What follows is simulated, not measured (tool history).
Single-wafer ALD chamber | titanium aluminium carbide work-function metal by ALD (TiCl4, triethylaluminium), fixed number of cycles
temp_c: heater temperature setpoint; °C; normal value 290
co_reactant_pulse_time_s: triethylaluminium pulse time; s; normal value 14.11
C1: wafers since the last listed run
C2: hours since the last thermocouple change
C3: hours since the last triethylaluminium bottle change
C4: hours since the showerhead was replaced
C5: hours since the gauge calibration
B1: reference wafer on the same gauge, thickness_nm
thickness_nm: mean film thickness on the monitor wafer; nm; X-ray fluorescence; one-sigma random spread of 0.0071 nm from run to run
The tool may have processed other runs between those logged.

run 1 day=0 | temp_c=283 co_reactant_pulse_time_s=14.11 | C1=0 C2=392 C3=93.4 C4=6424.6 C5=666.1 | B1=2.569 | thickness_nm=2.145
run 2 day=3.712 | temp_c=283 co_reactant_pulse_time_s=14.11 | C1=826 C2=481.1 C3=182.5 C4=6513.7 C5=755.2 | B1=2.569 | thickness_nm=2.129
run 3 day=6.525 | temp_c=290 co_reactant_pulse_time_s=12.08 | C1=626 C2=548.6 C3=250 C4=6581.2 C5=822.7 | B1=2.571 | thickness_nm=2.149
run 4 day=8.979 | temp_c=290 co_reactant_pulse_time_s=12.08 | C1=546 C2=607.5 C3=308.9 C4=6640.1 C5=881.6 | B1=2.57 | thickness_nm=2.128
run 5 day=10.55 | temp_c=290 co_reactant_pulse_time_s=12.08 | C1=349 C2=645.2 C3=346.6 C4=6677.8 C5=919.3 | B1=2.57 | thickness_nm=2.129
run 6 day=15.888 | temp_c=290 co_reactant_pulse_time_s=14.11 | C1=1188 C2=773.3 C3=474.7 C4=6805.9 C5=1047.4 | B1=2.571 | thickness_nm=2.145
run 7 day=18.392 | temp_c=290 co_reactant_pulse_time_s=14.11 | C1=557 C2=833.4 C3=534.8 C4=6866 C5=1107.5 | B1=2.572 | thickness_nm=2.129
run 8 day=20.45 | temp_c=290 co_reactant_pulse_time_s=14.11 | C1=458 C2=882.8 C3=584.2 C4=6915.4 C5=1156.9 | B1=2.57 | thickness_nm=2.141
run 9 day=21.958 | temp_c=290 co_reactant_pulse_time_s=14.11 | C1=335 C2=919 C3=620.4 C4=6951.6 C5=1193.1 | B1=2.571 | thickness_nm=2.136
run 10 day=24.75 | temp_c=281 co_reactant_pulse_time_s=14.11 | C1=621 C2=986 C3=687.4 C4=7018.6 C5=1260.1 | B1=2.57 | thickness_nm=2.06
run 11 day=27.404 | temp_c=281 co_reactant_pulse_time_s=14.11 | C1=591 C2=1049.7 C3=751.1 C4=7082.3 C5=1323.8 | B1=2.569 | thickness_nm=2.043
-- day=29.996 showerhead replaced
run 12 day=31.667 | temp_c=290 co_reactant_pulse_time_s=14.11 | C1=874 C2=1152 C3=853.4 C4=40.1 C5=1426.1 | B1=2.572 | thickness_nm=2.118
-- day=34.738 triethylaluminium bottle replaced
run 13 day=34.95 | temp_c=290 co_reactant_pulse_time_s=14.11 | C1=656 C2=1230.8 C3=5.1 C4=118.9 C5=1504.9 | B1=2.57 | thickness_nm=2.176
run 14 day=39.308 | temp_c=290 co_reactant_pulse_time_s=14.11 | C1=970 C2=1335.4 C3=109.7 C4=223.5 C5=1609.5 | B1=2.568 | thickness_nm=2.168
run 15 day=42.125 | temp_c=290 co_reactant_pulse_time_s=10.27 | C1=627 C2=1403 C3=177.3 C4=291.1 C5=1677.1 | B1=2.572 | thickness_nm=2.098
run 16 day=44.492 | temp_c=278 co_reactant_pulse_time_s=12.49 | C1=527 C2=1459.8 C3=234.1 C4=347.9 C5=1733.9 | B1=2.571 | thickness_nm=2.023
run 17 day=48.846 | temp_c=290 co_reactant_pulse_time_s=14.11 | C1=969 C2=1564.3 C3=338.6 C4=452.4 C5=1838.4 | B1=2.567 | thickness_nm=2.145
-- day=50.962 thermocouple changed; heater temperature recalibrated
run 18 day=51.571 | temp_c=290 co_reactant_pulse_time_s=14.11 | C1=532 C2=14.6 C3=404 C4=517.8 C5=1903.8 | B1=2.57 | thickness_nm=2.175
-- day=52.333 gauge calibrated
run 19 day=53.621 | temp_c=302 co_reactant_pulse_time_s=19.39 | C1=456 C2=63.8 C3=453.2 C4=567 C5=30.9 | B1=2.572 | thickness_nm=2.333
run 20 day=57.354 | temp_c=290 co_reactant_pulse_time_s=14.11 | C1=831 C2=153.4 C3=542.8 C4=656.6 C5=120.5 | B1=2.569 | thickness_nm=2.18
run 21 day=59.058 | temp_c=290 co_reactant_pulse_time_s=14.11 | C1=379 C2=194.3 C3=583.7 C4=697.5 C5=161.4 | B1=2.572 | thickness_nm=2.167
run 22 day=61.608 | temp_c=305 co_reactant_pulse_time_s=17.66 | C1=567 C2=255.5 C3=644.9 C4=758.7 C5=222.6 | B1=2.571 | thickness_nm=2.345
run 23 day=66.067 | temp_c=290 co_reactant_pulse_time_s=14.11 | C1=992 C2=362.5 C3=751.9 C4=865.7 C5=329.6 | B1=2.569 | thickness_nm=2.155
run 24 day=70.242 | temp_c=284 co_reactant_pulse_time_s=14.11 | C1=929 C2=462.7 C3=852.1 C4=965.9 C5=429.8 | B1=2.572 | thickness_nm=2.095
-- day=72.725 triethylaluminium bottle replaced
run 25 day=73.492 | temp_c=290 co_reactant_pulse_time_s=10.84 | C1=649 C2=540.7 C3=18.4 C4=1043.9 C5=507.8 | B1=2.571 | thickness_nm=2.169
run 26 day=75.138 | temp_c=303 co_reactant_pulse_time_s=11.14 | C1=366 C2=580.2 C3=57.9 C4=1083.4 C5=547.3 | B1=2.569 | thickness_nm=2.269
run 27 day=76.925 | temp_c=284 co_reactant_pulse_time_s=19.69 | C1=398 C2=623.1 C3=100.8 C4=1126.3 C5=590.2 | B1=2.569 | thickness_nm=2.163
run 28 day=78.5 | temp_c=303 co_reactant_pulse_time_s=17.42 | C1=350 C2=660.9 C3=138.6 C4=1164.1 C5=628 | B1=2.571 | thickness_nm=2.334

Predict each of these 4 candidate next runs independently; none follows another, all start after run 28:
run A day=78.517 | temp_c=290 co_reactant_pulse_time_s=14.11 | C1=3 C2=661.3 C3=139 C4=1164.5 C5=628.4 | B1=? | thickness_nm=?
run B day=78.517 | temp_c=282 co_reactant_pulse_time_s=14.11 | C1=3 C2=661.3 C3=139 C4=1164.5 C5=628.4 | B1=? | thickness_nm=?
run C day=78.517 | temp_c=294 co_reactant_pulse_time_s=9.97 | C1=3 C2=661.3 C3=139 C4=1164.5 C5=628.4 | B1=? | thickness_nm=?
run D day=78.517 | temp_c=278 co_reactant_pulse_time_s=16.59 | C1=3 C2=661.3 C3=139 C4=1164.5 C5=628.4 | B1=? | thickness_nm=?

run=A B1=2.569 thickness_nm=2.186
run=B B1=2.569 thickness_nm=2.116
run=C B1=2.569 thickness_nm=2.131
run=D B1=2.569 thickness_nm=2.1
Stripped of hidden state, with their random variation kept, the same runs would have yielded:
run=A thickness_nm=2.228
run=B thickness_nm=2.157
run=C thickness_nm=2.207
run=D thickness_nm=2.132

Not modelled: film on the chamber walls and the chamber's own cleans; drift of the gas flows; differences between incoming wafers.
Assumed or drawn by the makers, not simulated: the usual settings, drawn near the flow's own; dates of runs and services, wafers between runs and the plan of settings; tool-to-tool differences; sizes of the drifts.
